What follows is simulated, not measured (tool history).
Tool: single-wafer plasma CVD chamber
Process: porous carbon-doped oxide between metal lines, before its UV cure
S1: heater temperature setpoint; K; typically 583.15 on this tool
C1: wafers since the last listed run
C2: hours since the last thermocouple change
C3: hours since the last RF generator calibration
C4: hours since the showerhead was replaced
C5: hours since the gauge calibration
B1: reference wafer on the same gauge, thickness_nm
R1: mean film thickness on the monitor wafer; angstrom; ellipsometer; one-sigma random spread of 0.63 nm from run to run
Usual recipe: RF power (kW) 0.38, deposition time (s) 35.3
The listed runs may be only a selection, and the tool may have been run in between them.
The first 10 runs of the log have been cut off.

{"run": 11, "hour": 250.1, "S1": 595.15, "RF power (kW)": 0.38, "deposition time (s)": 31.2, "C1": 579, "C2": 2238.7, "C3": 954.5, "C4": 3307.6, "C5": 1337.3, "B1": 173.849, "R1": 1343.02}
{"run": 12, "hour": 276.0, "S1": 577.15, "RF power (kW)": 0.425, "deposition time (s)": 35.3, "C1": 673, "C2": 2264.6, "C3": 980.4, "C4": 3333.5, "C5": 1363.2, "B1": 174.061, "R1": 1801.38}
{"run": 13, "hour": 307.2, "S1": 583.15, "RF power (kW)": 0.38, "deposition time (s)": 35.3, "C1": 810, "C2": 2295.8, "C3": 1011.6, "C4": 3364.7, "C5": 1394.4, "B1": 174.232, "R1": 1610.68}
{"run": 14, "hour": 337.4, "S1": 583.15, "RF power (kW)": 0.38, "deposition time (s)": 35.3, "C1": 784, "C2": 2326, "C3": 1041.8, "C4": 3394.9, "C5": 1424.6, "B1": 173.763, "R1": 1605.59}
{"run": 15, "hour": 361.5, "S1": 598.15, "RF power (kW)": 0.445, "deposition time (s)": 38.5, "C1": 626, "C2": 2350.1, "C3": 1065.9, "C4": 3419, "C5": 1448.7, "B1": 174.076, "R1": 1842.27}
{"run": 16, "hour": 397.2, "S1": 569.15, "RF power (kW)": 0.315, "deposition time (s)": 39.7, "C1": 927, "C2": 2385.8, "C3": 1101.6, "C4": 3454.7, "C5": 1484.4, "B1": 173.974, "R1": 1677.07}
{"hour": 402.1, "done": "gauge calibrated"}
{"hour": 424.9, "done": "RF generator calibrated"}
{"run": 17, "hour": 425.4, "S1": 596.15, "RF power (kW)": 0.38, "deposition time (s)": 28.4, "C1": 524, "C2": 2414, "C3": 0.5, "C4": 3482.9, "C5": 23.3, "B1": 174.173, "R1": 1229.91}
{"run": 18, "hour": 442.1, "S1": 583.15, "RF power (kW)": 0.38, "deposition time (s)": 35.3, "C1": 433, "C2": 2430.7, "C3": 17.2, "C4": 3499.6, "C5": 40, "B1": 173.755, "R1": 1602.57}
{"run": 19, "hour": 457.1, "S1": 583.15, "RF power (kW)": 0.33, "deposition time (s)": 35.3, "C1": 389, "C2": 2445.7, "C3": 32.2, "C4": 3514.6, "C5": 55, "B1": 173.818, "R1": 1440.41}
{"run": 20, "hour": 484.0, "S1": 583.15, "RF power (kW)": 0.38, "deposition time (s)": 35.3, "C1": 699, "C2": 2472.6, "C3": 59.1, "C4": 3541.5, "C5": 81.9, "B1": 174.203, "R1": 1606.58}
{"run": 21, "hour": 499.6, "S1": 573.15, "RF power (kW)": 0.38, "deposition time (s)": 31.3, "C1": 405, "C2": 2488.2, "C3": 74.7, "C4": 3557.1, "C5": 97.5, "B1": 174.122, "R1": 1503.8}
{"run": 22, "hour": 588.1, "S1": 593.15, "RF power (kW)": 0.335, "deposition time (s)": 38.3, "C1": 2299, "C2": 2576.7, "C3": 163.2, "C4": 3645.6, "C5": 186, "B1": 174.021, "R1": 1511.32}
{"run": 23, "hour": 617.6, "S1": 583.15, "RF power (kW)": 0.33, "deposition time (s)": 29.3, "C1": 766, "C2": 2606.2, "C3": 192.7, "C4": 3675.1, "C5": 215.5, "B1": 173.877, "R1": 1207.77}

Expected results for the next run?
{"hour": 643.6, "done": "thermocouple changed; heater temperature recalibrated"}
{"run": 24, "hour": 644.1, "S1": 583.15, "RF power (kW)": 0.38, "deposition time (s)": 31.7, "C1": 480, "C2": 0.5, "C3": 219.2, "C4": 3701.6, "C5": 242, "B1": "?", "R1": "?"}

{"run 24": {"B1": 173.863, "R1": 1418.56}}
Had the tool carried no hidden state, the very same run would have given R1 1419.43 angstrom.

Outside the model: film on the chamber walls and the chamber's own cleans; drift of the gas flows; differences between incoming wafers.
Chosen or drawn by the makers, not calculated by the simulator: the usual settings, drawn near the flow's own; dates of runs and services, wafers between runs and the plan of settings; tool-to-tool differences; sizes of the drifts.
